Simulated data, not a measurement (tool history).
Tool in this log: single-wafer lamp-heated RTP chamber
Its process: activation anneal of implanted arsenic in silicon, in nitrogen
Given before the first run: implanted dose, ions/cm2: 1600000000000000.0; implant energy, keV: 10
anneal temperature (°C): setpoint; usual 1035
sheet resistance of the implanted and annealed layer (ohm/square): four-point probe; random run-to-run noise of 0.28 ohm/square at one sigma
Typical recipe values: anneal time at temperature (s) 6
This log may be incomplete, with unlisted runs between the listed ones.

run	hour	anneal temperature (°C)	anneal time at temperature (s)	wafers since the last listed run	wafers since the last pyrometer calibration	wafers since the reflector plate was cleaned	hours since the gauge calibration	read-back reference wafer on the same gauge, sheet resistance	sheet resistance of the implanted and annealed layer (ohm/square)
1	0.0	1035	6	0	3055	3062	1148.6	132.06	133.52
2	45.2	1035	6	526	3582	3588	1193.8	131.95	133.91
3	74.4	1035	6	340	3922	3929	1223.0	132.01	133.38
4	121.5	1035	6	548	4470	4477	1270.1	131.99	133.10
5	191.9	1035	6	819	5290	5297	1340.5	132.02	132.98
# hour 220.7: reflector plate cleaned
6	252.1	1035	6	607	5898	366	1400.7	132.01	133.08
7	296.7	1017	6	519	6418	885	1445.3	131.98	147.29
8	360.0	1017	6	737	7155	1622	1508.6	132.03	145.90
9	404.0	1017	6	512	7667	2135	1552.6	132.02	146.12
10	459.7	1035	9	648	8316	2783	1608.3	132.04	121.47
# hour 473.5: pyrometer window cleaned and pyrometer calibrated
11	513.8	1035	9	536	469	3320	1662.4	132.01	123.07
12	561.6	1035	6	556	1026	3877	1710.2	132.03	133.09
13	648.8	1035	6	1015	2041	4893	1797.4	131.95	133.64
14	694.9	1035	6	536	2578	5430	1843.5	131.98	133.99
15	746.0	1035	6	595	3173	6025	1894.6	132.01	133.30
# hour 759.0: reflector plate cleaned
16	807.5	1035	4	623	3796	564	1956.1	132.00	144.00
17	855.4	1022	9	557	4354	1122	2004.0	131.97	132.93
18	924.9	1045	3	809	5164	1932	2073.5	131.98	143.26
19	964.2	1035	6	457	5622	2389	2112.8	131.99	133.49
# hour 994.2: gauge calibrated
20	1003.7	1061	6	460	6082	2849	9.5	131.97	114.89
21	1070.2	1022	6	774	6856	3624	76.0	132.07	142.17
22	1134.8	1035	6	752	7609	4376	140.6	131.98	131.97
23	1175.2	1050	5	470	8079	4847	181.0	131.99	125.91
24	1201.8	1035	6	309	8389	5157	207.6	131.95	132.04
# hour 1223.6: reflector plate cleaned
25	1258.1	1045	9	562	8951	402	263.9	132.00	114.29
26	1283.0	1048	5	290	9241	692	288.8	131.98	127.46
# hour 1291.4: pyrometer window cleaned and pyrometer calibrated
27	1370.4	1035	6	924	919	1616	376.2	131.97	133.48
28	1529.4	1010	6	1851	2771	3468	535.2	132.01	152.56
29	1566.4	1019	6	430	3202	3899	572.2	132.06	145.73
30	1638.3	1050	6	837	4039	4736	644.1	131.96	122.82

Below are 4 alternative next runs, each starting from the tool's condition after run 30. Predict each:
A	1638.7	1023	6	4	4044	4741	644.5	?	?
B	1638.7	1035	5	4	4044	4741	644.5	?	?
C	1638.7	1048	9	4	4044	4741	644.5	?	?
D	1638.7	1061	3	4	4044	4741	644.5	?	?

run	read-back reference wafer on the same gauge, sheet resistance	sheet resistance of the implanted and annealed layer (ohm/square)
A	131.96	141.93
B	131.96	137.63
C	131.96	113.09
D	131.96	132.57
With no hidden state in the tool, these same runs would have given:
run	sheet resistance of the implanted and annealed layer (ohm/square)
A	142.67
B	138.34
C	113.73
D	133.23
